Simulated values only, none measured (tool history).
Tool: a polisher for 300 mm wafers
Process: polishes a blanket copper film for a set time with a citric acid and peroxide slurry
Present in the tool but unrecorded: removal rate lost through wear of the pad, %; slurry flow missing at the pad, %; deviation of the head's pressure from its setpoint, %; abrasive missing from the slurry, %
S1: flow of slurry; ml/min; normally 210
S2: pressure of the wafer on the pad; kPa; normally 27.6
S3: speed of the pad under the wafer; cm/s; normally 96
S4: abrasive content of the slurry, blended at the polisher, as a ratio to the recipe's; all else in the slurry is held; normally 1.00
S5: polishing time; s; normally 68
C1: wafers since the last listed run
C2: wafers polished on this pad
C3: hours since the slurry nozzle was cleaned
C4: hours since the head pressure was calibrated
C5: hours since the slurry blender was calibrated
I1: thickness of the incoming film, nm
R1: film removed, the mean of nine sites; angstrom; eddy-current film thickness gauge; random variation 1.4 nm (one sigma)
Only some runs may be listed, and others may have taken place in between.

Run 1, hour 0.0: usual settings but S1 230 ml/min; C1 0; C2 4; C3 272.8; C4 765.3; C5 31.7; I1 556.3. Result: R1 2063 angstrom.
Run 2, hour 8.2: usual settings but S1 230 ml/min; C1 106; C2 110; C3 281.0; C4 773.5; C5 39.9; I1 547.8. Result: R1 2084 angstrom.
Run 3, hour 24.2: usual settings but S1 230 ml/min; C1 207; C2 318; C3 297.0; C4 789.5; C5 55.9; I1 544.4. Result: R1 2078 angstrom.
At hour 29.3: slurry nozzle cleaned.
Run 4, hour 32.7: usual settings but S4 1.15; C1 97; C2 416; C3 3.4; C4 798.0; C5 64.4; I1 547.9. Result: R1 2202 angstrom.
Run 5, hour 49.8: usual settings; C1 222; C2 638; C3 20.5; C4 815.1; C5 81.5; I1 553.0. Result: R1 2155 angstrom.
At hour 76.0: slurry blender recalibrated.
Run 6, hour 100.2: usual settings; C1 629; C2 1267; C3 70.9; C4 865.5; C5 24.2; I1 548.4. Result: R1 2137 angstrom.
At hour 111.2: worn pad replaced by a new one.
Run 7, hour 111.7: usual settings; C1 97; C2 7; C3 82.4; C4 877.0; C5 35.7; I1 549.4. Result: R1 2126 angstrom.
Run 8, hour 126.0: usual settings; C1 185; C2 192; C3 96.7; C4 891.3; C5 50.0; I1 550.0. Result: R1 2115 angstrom.
Run 9, hour 132.9: usual settings; C1 89; C2 282; C3 103.6; C4 898.2; C5 56.9; I1 556.6. Result: R1 2096 angstrom.
Run 10, hour 149.7: usual settings; C1 218; C2 501; C3 120.4; C4 915.0; C5 73.7; I1 547.8. Result: R1 2126 angstrom.
At hour 163.7: slurry blender recalibrated.
Run 11, hour 165.0: usual settings; C1 172; C2 673; C3 135.7; C4 930.3; C5 1.3; I1 555.2. Result: R1 2108 angstrom.
Run 12, hour 173.0: usual settings; C1 103; C2 777; C3 143.7; C4 938.3; C5 9.3; I1 548.9. Result: R1 2097 angstrom.
Run 13, hour 187.1: usual settings; C1 183; C2 961; C3 157.8; C4 952.4; C5 23.4; I1 542.4. Result: R1 2096 angstrom.
Run 14, hour 195.3: usual settings; C1 106; C2 1067; C3 166.0; C4 960.6; C5 31.6; I1 551.5. Result: R1 2108 angstrom.
Run 15, hour 211.2: usual settings but S4 1.30; C1 206; C2 1274; C3 181.9; C4 976.5; C5 47.5; I1 546.7. Result: R1 2214 angstrom.
At hour 217.2: head pressure recalibrated.
At hour 217.4: worn pad replaced by a new one.
Run 16, hour 228.7: usual settings; C1 198; C2 147; C3 199.4; C4 11.5; C5 65.0; I1 549.1. Result: R1 1916 angstrom.
Run 17, hour 235.2: usual settings but S2 30.3 kPa, S5 78 s; C1 84; C2 231; C3 205.9; C4 18.0; C5 71.5; I1 553.0. Result: R1 2377 angstrom.
Run 18, hour 246.3: usual settings; C1 144; C2 376; C3 217.0; C4 29.1; C5 82.6; I1 552.2. Result: R1 1921 angstrom.
Run 19, hour 258.5: usual settings but S2 21.4 kPa, S3 76 cm/s, S4 0.80, S5 90 s; C1 158; C2 534; C3 229.2; C4 41.3; C5 94.8; I1 548.2. Result: R1 1500 angstrom.
At hour 273.2: slurry blender recalibrated.
Run 20, hour 274.0: usual settings but S2 31.0 kPa; C1 175; C2 710; C3 244.7; C4 56.8; C5 0.8; I1 554.9. Result: R1 2117 angstrom.
Run 21, hour 285.0: usual settings but S1 170 ml/min, S2 31.0 kPa, S3 74 cm/s; C1 142; C2 853; C3 255.7; C4 67.8; C5 11.8; I1 549.4. Result: R1 1612 angstrom.
Run 22, hour 297.0: usual settings but S3 82 cm/s; C1 155; C2 1009; C3 267.7; C4 79.8; C5 23.8; I1 560.8. Result: R1 1633 angstrom.
At hour 303.6: slurry nozzle cleaned.
Run 23, hour 305.4: usual settings but S3 116 cm/s, S4 0.90; C1 96; C2 1105; C3 1.8; C4 88.2; C5 32.2; I1 544.7. Result: R1 2342 angstrom.
At hour 320.7: worn pad replaced by a new one.
Run 24, hour 321.2: usual settings but S1 255 ml/min, S2 18.6 kPa, S4 0.80, S5 58 s; C1 153; C2 6; C3 17.6; C4 104.0; C5 48.0; I1 552.3. Result: R1 1126 angstrom.
Run 25, hour 333.2: usual settings; C1 155; C2 162; C3 29.6; C4 116.0; C5 60.0; I1 548.3. Result: R1 1995 angstrom.
Run 26, hour 339.7: usual settings but S4 0.70, S5 84 s; C1 84; C2 246; C3 36.1; C4 122.5; C5 66.5; I1 554.8. Result: R1 2299 angstrom.
Run 27, hour 355.6: usual settings but S3 78 cm/s; C1 206; C2 453; C3 52.0; C4 138.4; C5 82.4; I1 550.2. Result: R1 1633 angstrom.
At hour 368.3: slurry blender recalibrated.
Run 28, hour 368.8: usual settings; C1 145; C2 598; C3 65.2; C4 151.6; C5 0.5; I1 551.7. Result: R1 1992 angstrom.
Run 29, hour 383.7: usual settings but S2 17.9 kPa; C1 193; C2 792; C3 80.1; C4 166.5; C5 15.4; I1 540.2. Result: R1 1303 angstrom.
Run 30, hour 396.4: usual settings but S1 170 ml/min, S2 20.0 kPa, S4 0.80; C1 165; C2 957; C3 92.8; C4 179.2; C5 28.1; I1 557.7. Result: R1 1330 angstrom.

Hidden state at the last listed run before each entry between runs and at the first one after, where it differs:
Logged between run 3 and run 4: slurry nozzle cleaned (hour 29.3)
  slurry flow missing at the pad, %: 22.8 -> 0.422; deviation of the head's pressure from its setpoint, %: 10.4 -> 10.5
  the result without the hidden state subtracted from the measured one, R1: +120 -> +204 angstrom
Logged between run 5 and run 6: slurry blender recalibrated (hour 76.0)
  slurry flow missing at the pad, %: 1.72 -> 5.53; deviation of the head's pressure from its setpoint, %: 10.5 -> 10.7
  the result without the hidden state subtracted from the measured one, R1: +197 -> +187 angstrom
Logged between run 6 and run 7: worn pad replaced by a new one (hour 111.2)
  slurry flow missing at the pad, %: 5.53 -> 6.4
  the result without the hidden state subtracted from the measured one, R1: +187 -> +183 angstrom
Logged between run 10 and run 11: slurry blender recalibrated (hour 163.7)
  slurry flow missing at the pad, %: 9.28 -> 10.4
  the result without the hidden state subtracted from the measured one, R1: +176 -> +171 angstrom
Logged between run 15 and run 16: head pressure recalibrated (hour 217.2); worn pad replaced by a new one (hour 217.4)
  slurry flow missing at the pad, %: 13.9 -> 15.3; deviation of the head's pressure from its setpoint, %: 10.9 -> 0.409
  the result without the hidden state subtracted from the measured one, R1: +168 -> -41 angstrom
Logged between run 19 and run 20: slurry blender recalibrated (hour 273.2)
  slurry flow missing at the pad, %: 17.5 -> 18.7; deviation of the head's pressure from its setpoint, %: 1.42 -> 1.91
  the result without the hidden state subtracted from the measured one, R1: -25 -> -29 angstrom
Logged between run 22 and run 23: slurry nozzle cleaned (hour 303.6)
  slurry flow missing at the pad, %: 20.4 -> 4.55; deviation of the head's pressure from its setpoint, %: 2.6 -> 2.84
  the result without the hidden state subtracted from the measured one, R1: -18 -> +49 angstrom
Logged between run 23 and run 24: worn pad replaced by a new one (hour 320.7)
  slurry flow missing at the pad, %: 4.55 -> 5.75; deviation of the head's pressure from its setpoint, %: 2.84 -> 3.28
  the result without the hidden state subtracted from the measured one, R1: +49 -> +28 angstrom
Logged between run 27 and run 28: slurry blender recalibrated (hour 368.3)
  slurry flow missing at the pad, %: 8.35 -> 9.35; deviation of the head's pressure from its setpoint, %: 4.15 -> 4.47
  the result without the hidden state subtracted from the measured one, R1: +43 -> +56 angstrom

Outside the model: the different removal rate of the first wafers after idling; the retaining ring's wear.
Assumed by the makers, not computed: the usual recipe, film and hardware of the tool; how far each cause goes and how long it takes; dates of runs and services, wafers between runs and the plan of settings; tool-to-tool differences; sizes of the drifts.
